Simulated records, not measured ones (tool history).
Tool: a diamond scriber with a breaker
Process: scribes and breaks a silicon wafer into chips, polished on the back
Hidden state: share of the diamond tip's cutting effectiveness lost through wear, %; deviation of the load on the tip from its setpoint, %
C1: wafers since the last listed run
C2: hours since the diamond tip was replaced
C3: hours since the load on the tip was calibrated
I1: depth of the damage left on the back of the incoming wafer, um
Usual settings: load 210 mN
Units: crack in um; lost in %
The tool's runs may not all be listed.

{"run": 1, "hour": 0.0, "load": 210, "C1": 0, "C2": 489.2, "C3": 510.5, "I1": 0.01, "crack": 12.75, "lost": 0.77}
{"run": 2, "hour": 8.0, "load": 210, "C1": 29, "C2": 497.2, "C3": 518.5, "I1": 0.02, "crack": 12.73, "lost": 0.85}
{"run": 3, "hour": 24.5, "load": 210, "C1": 61, "C2": 513.7, "C3": 535.0, "I1": 0.01, "crack": 12.74, "lost": 0.76}
{"run": 4, "hour": 38.0, "load": 185, "C1": 50, "C2": 527.2, "C3": 548.5, "I1": 0.02, "crack": 11.96, "lost": 0.58}
{"run": 5, "hour": 54.1, "load": 185, "C1": 60, "C2": 543.3, "C3": 564.6, "I1": 0.04, "crack": 11.7, "lost": 0.53}
{"run": 6, "hour": 64.3, "load": 193, "C1": 38, "C2": 553.5, "C3": 574.8, "I1": 0.04, "crack": 12.11, "lost": 0.55}
{"run": 7, "hour": 75.0, "load": 193, "C1": 39, "C2": 564.2, "C3": 585.5, "I1": 0.01, "crack": 12.1, "lost": 0.55}
{"run": 8, "hour": 87.8, "load": 193, "C1": 47, "C2": 577.0, "C3": 598.3, "I1": 0.03, "crack": 12.07, "lost": 0.56}
{"run": 9, "hour": 94.7, "load": 210, "C1": 25, "C2": 583.9, "C3": 605.2, "I1": 0.04, "crack": 12.65, "lost": 0.7}
{"run": 10, "hour": 106.8, "load": 210, "C1": 45, "C2": 596.0, "C3": 617.3, "I1": 0.05, "crack": 12.66, "lost": 0.71}
{"run": 11, "hour": 119.7, "load": 210, "C1": 48, "C2": 608.9, "C3": 630.2, "I1": 0.04, "crack": 12.56, "lost": 0.7}
{"run": 12, "hour": 137.1, "load": 210, "C1": 64, "C2": 626.3, "C3": 647.6, "I1": 0.02, "crack": 12.57, "lost": 0.65}
{"run": 13, "hour": 153.6, "load": 196, "C1": 61, "C2": 642.8, "C3": 664.1, "I1": 0.05, "crack": 12.07, "lost": 0.52}
{"run": 14, "hour": 167.8, "load": 174, "C1": 53, "C2": 657.0, "C3": 678.3, "I1": 0.02, "crack": 11.35, "lost": 0.8}
{"run": 15, "hour": 175.2, "load": 170, "C1": 27, "C2": 664.4, "C3": 685.7, "I1": 0.02, "crack": 11.24, "lost": 1.09}
{"run": 16, "hour": 187.0, "load": 177, "C1": 44, "C2": 676.2, "C3": 697.5, "I1": 0.04, "crack": 11.43, "lost": 0.79}
{"run": 17, "hour": 196.9, "load": 171, "C1": 36, "C2": 686.1, "C3": 707.4, "I1": 0.03, "crack": 11.2, "lost": 1.2}
{"run": 18, "hour": 213.9, "load": 210, "C1": 63, "C2": 703.1, "C3": 724.4, "I1": 0.03, "crack": 12.63, "lost": 0.68}
{"run": 19, "hour": 222.2, "load": 210, "C1": 30, "C2": 711.4, "C3": 732.7, "I1": 0.04, "crack": 12.32, "lost": 0.59}
{"hour": 232.0, "done": "load on the tip recalibrated"}
{"run": 20, "hour": 238.7, "load": 256, "C1": 54, "C2": 727.9, "C3": 6.7, "I1": 0.03, "crack": 12.75, "lost": 0.8}
{"hour": 250.9, "done": "diamond tip replaced by a new one"}
{"run": 21, "hour": 256.6, "load": 163, "C1": 59, "C2": 5.7, "C3": 24.6, "I1": 0.02, "crack": 10.72, "lost": 1.86}
{"run": 22, "hour": 267.0, "load": 229, "C1": 38, "C2": 16.1, "C3": 35.0, "I1": 0.03, "crack": 12.77, "lost": 0.88}
{"run": 23, "hour": 282.7, "load": 179, "C1": 58, "C2": 31.8, "C3": 50.7, "I1": 0.02, "crack": 11.33, "lost": 0.96}
{"run": 24, "hour": 295.6, "load": 259, "C1": 48, "C2": 44.7, "C3": 63.6, "I1": 0.05, "crack": 13.82, "lost": 2.2}
{"run": 25, "hour": 307.5, "load": 255, "C1": 44, "C2": 56.6, "C3": 75.5, "I1": 0.05, "crack": 13.62, "lost": 1.95}
{"run": 26, "hour": 318.7, "load": 154, "C1": 41, "C2": 67.8, "C3": 86.7, "I1": 0.03, "crack": 10.43, "lost": 2.2}
{"run": 27, "hour": 335.1, "load": 191, "C1": 61, "C2": 84.2, "C3": 103.1, "I1": 0.05, "crack": 11.79, "lost": 0.6}

Forecast each of these 5 alternatives for the next run:
{"run": "A", "hour": 335.7, "load": 250, "C1": 2, "C2": 84.8, "C3": 103.7, "I1": 0.02, "crack": "?", "lost": "?"}
{"run": "B", "hour": 335.7, "load": 263, "C1": 2, "C2": 84.8, "C3": 103.7, "I1": 0.02, "crack": "?", "lost": "?"}
{"run": "C", "hour": 335.7, "load": 265, "C1": 2, "C2": 84.8, "C3": 103.7, "I1": 0.02, "crack": "?", "lost": "?"}
{"run": "D", "hour": 335.7, "load": 254, "C1": 2, "C2": 84.8, "C3": 103.7, "I1": 0.02, "crack": "?", "lost": "?"}
{"run": "E", "hour": 335.7, "load": 149, "C1": 2, "C2": 84.8, "C3": 103.7, "I1": 0.02, "crack": "?", "lost": "?"}

run=A crack=13.51 lost=1.86
run=B crack=13.88 lost=2.55
run=C crack=13.93 lost=2.66
run=D crack=13.62 lost=2.06
run=E crack=10.43 lost=2.50
Without the tool's hidden state the same runs would have given:
run=A crack=13.16 lost=1.34
run=B crack=13.52 lost=1.89
run=C crack=13.58 lost=1.99
run=D crack=13.27 lost=1.50
run=E crack=10.16 lost=3.28
